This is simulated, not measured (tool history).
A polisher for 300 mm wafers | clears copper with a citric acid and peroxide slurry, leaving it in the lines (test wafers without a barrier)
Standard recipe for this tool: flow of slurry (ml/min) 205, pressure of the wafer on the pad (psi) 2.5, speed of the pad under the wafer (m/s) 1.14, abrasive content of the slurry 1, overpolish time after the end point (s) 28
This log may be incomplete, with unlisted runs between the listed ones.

| run | hour | flow of slurry (ml/min) | pressure of the wafer on the pad (psi) | speed of the pad under the wafer (m/s) | abrasive content of the slurry | overpolish time after the end point (s) | wafers since the last listed run | wafers polished on this pad | hours since the slurry nozzle was cleaned | hours since the head pressure was calibrated | hours since the slurry blender was calibrated | incoming thickness of the incoming film, nm | time until the end point was called (s) | dishing of a wide line in a test structure (Å) |
|---|---|---|---|---|---|---|---|---|---|---|---|---|---|---|
| 1 | 0 | 205 | 2.5 | 1.14 | 1 | 28 | 0 | 1554 | 658.8 | 304.4 | 189.5 | 308.5 | 196.7 | 331 |
| 2 | 77.3 | 205 | 2.5 | 1.14 | 1 | 28 | 584 | 2138 | 736.1 | 381.7 | 266.8 | 309.2 | 213.2 | 331 |
|  | 78.6 | slurry nozzle cleaned |
| 3 | 164.6 | 205 | 2.5 | 1.14 | 1 | 28 | 652 | 2791 | 86 | 469 | 354.1 | 311.8 | 207.8 | 327 |
| 4 | 240.6 | 205 | 2.5 | 1.14 | 1 | 28 | 574 | 3365 | 162 | 545 | 430.1 | 309.1 | 216.5 | 315 |
| 5 | 341.1 | 205 | 2.5 | 1.14 | 1 | 28 | 759 | 4125 | 262.5 | 645.5 | 530.6 | 310.3 | 222.6 | 304 |
| 6 | 383.5 | 205 | 2.5 | 1.14 | 1 | 28 | 320 | 4446 | 304.9 | 687.9 | 573 | 308.4 | 230.6 | 305 |
| 7 | 434.5 | 205 | 2.5 | 1.14 | 1 | 28 | 385 | 4831 | 355.9 | 738.9 | 624 | 308.3 | 225.5 | 300 |
|  | 458.5 | worn pad replaced by a new one, of another model than before |
| 8 | 486.4 | 205 | 2.5 | 1.14 | 1 | 28 | 362 | 210 | 407.8 | 790.8 | 675.9 | 307.8 | 234.8 | 287 |
|  | 508.1 | slurry blender recalibrated |
| 9 | 571.6 | 205 | 2.5 | 1.44 | 1 | 28 | 629 | 839 | 493 | 876 | 63.5 | 308.2 | 164.7 | 387 |
|  | 665.1 | slurry nozzle cleaned |
| 10 | 665.6 | 205 | 2.5 | 0.8 | 1 | 28 | 703 | 1543 | 0.5 | 970 | 157.5 | 308.1 | 258 | 274 |
| 11 | 753.1 | 205 | 2.5 | 1.14 | 1 | 28 | 661 | 2204 | 88 | 1057.5 | 245 | 305.7 | 208.1 | 324 |
| 12 | 842.9 | 205 | 1.8 | 1.14 | 0.75 | 12 | 678 | 2883 | 177.8 | 1147.3 | 334.8 | 308.4 | 280.6 | 111 |
| 13 | 889.8 | 205 | 2.5 | 0.84 | 1 | 28 | 354 | 3238 | 224.7 | 1194.2 | 381.7 | 316.1 | 272.9 | 260 |
| 14 | 1006.1 | 225 | 2 | 1.14 | 1.15 | 39 | 879 | 4117 | 341 | 1310.5 | 498 | 310 | 251.2 | 382 |
|  | 1063.7 | worn pad replaced by a new one |
| 15 | 1064.2 | 240 | 2.5 | 1.14 | 0.7 | 42 | 409 | 3 | 399.1 | 1368.6 | 556.1 | 309.3 | 252.5 | 395 |
|  | 1123.4 | slurry blender recalibrated |
| 16 | 1125.9 | 250 | 2.5 | 0.78 | 1 | 38 | 451 | 455 | 460.8 | 1430.3 | 2.5 | 308.7 | 258.5 | 351 |
| 17 | 1204.2 | 205 | 3.1 | 0.84 | 0.7 | 28 | 592 | 1047 | 539.1 | 1508.6 | 80.8 | 313.5 | 243.5 | 292 |
|  | 1213.8 | head pressure recalibrated |
|  | 1256.4 | slurry nozzle cleaned |
| 18 | 1311.5 | 275 | 2.5 | 1.14 | 1 | 28 | 788 | 1835 | 55.1 | 97.7 | 188.1 | 303.9 | 196.5 | 334 |
| 19 | 1366 | 255 | 2.5 | 1.14 | 1.25 | 28 | 412 | 2247 | 109.6 | 152.2 | 242.6 | 310.4 | 197.3 | 345 |
| 20 | 1426.6 | 205 | 1.8 | 0.84 | 1 | 33 | 458 | 2706 | 170.2 | 212.8 | 303.2 | 308.5 | 319.5 | 260 |
| 21 | 1531.8 | 205 | 3 | 1.42 | 1 | 15 | 795 | 3501 | 275.4 | 318 | 408.4 | 309.4 | 161.4 | 235 |
| 22 | 1614 | 205 | 2.5 | 1.14 | 1 | 28 | 621 | 4123 | 357.6 | 400.2 | 490.6 | 309.6 | 220.5 | 310 |
| 23 | 1665.8 | 140 | 2.5 | 1.14 | 1 | 28 | 391 | 4514 | 409.4 | 452 | 542.4 | 303.8 | 224.5 | 306 |
| 24 | 1770.3 | 205 | 3.2 | 1.14 | 1 | 28 | 790 | 5304 | 513.9 | 556.5 | 646.9 | 308.8 | 189.6 | 348 |
|  | 1806.4 | worn pad replaced by a new one |
|  | 1847.1 | slurry blender recalibrated |
| 25 | 1852.1 | 250 | 2.5 | 1.14 | 1 | 28 | 573 | 330 | 595.7 | 638.3 | 5 | 310.8 | 197.4 | 342 |
|  | 1866.6 | slurry nozzle cleaned |
| 26 | 1925.3 | 205 | 2.2 | 1.14 | 1 | 28 | 545 | 876 | 58.7 | 711.5 | 78.2 | 308.8 | 219.5 | 308 |
| 27 | 2009.9 | 205 | 2.5 | 1.14 | 1 | 28 | 639 | 1515 | 143.3 | 796.1 | 162.8 | 304.9 | 208.3 | 329 |

Below are 5 alternative next runs, each starting from the tool's condition after run 27. Predict each:
| A | 2010.4 | 265 | 2.5 | 1.14 | 1 | 28 | 3 | 1519 | 143.8 | 796.6 | 163.3 | 310.2 | ? | ? |
| B | 2010.4 | 205 | 2.5 | 1.28 | 1.15 | 28 | 3 | 1519 | 143.8 | 796.6 | 163.3 | 310.2 | ? | ? |
| C | 2010.4 | 205 | 2.5 | 1.14 | 1 | 13 | 3 | 1519 | 143.8 | 796.6 | 163.3 | 310.2 | ? | ? |
| D | 2010.4 | 205 | 2.5 | 1.02 | 1 | 28 | 3 | 1519 | 143.8 | 796.6 | 163.3 | 310.2 | ? | ? |
| E | 2010.4 | 205 | 1.8 | 1.42 | 1.1 | 34 | 3 | 1519 | 143.8 | 796.6 | 163.3 | 310.2 | ? | ? |

| run | time until the end point was called (s) | dishing of a wide line in a test structure (Å) |
|---|---|---|
| A | 205.1 | 324 |
| B | 182.7 | 359 |
| C | 208.1 | 159 |
| D | 225.5 | 298 |
| E | 210.7 | 369 |
With the hidden condition removed and each run's random variation left untouched, the same runs would have given:
| run | time until the end point was called (s) | dishing of a wide line in a test structure (Å) |
|---|---|---|
| A | 196.1 | 337 |
| B | 174.6 | 373 |
| C | 199.1 | 166 |
| D | 215.7 | 310 |
| E | 201.4 | 383 |

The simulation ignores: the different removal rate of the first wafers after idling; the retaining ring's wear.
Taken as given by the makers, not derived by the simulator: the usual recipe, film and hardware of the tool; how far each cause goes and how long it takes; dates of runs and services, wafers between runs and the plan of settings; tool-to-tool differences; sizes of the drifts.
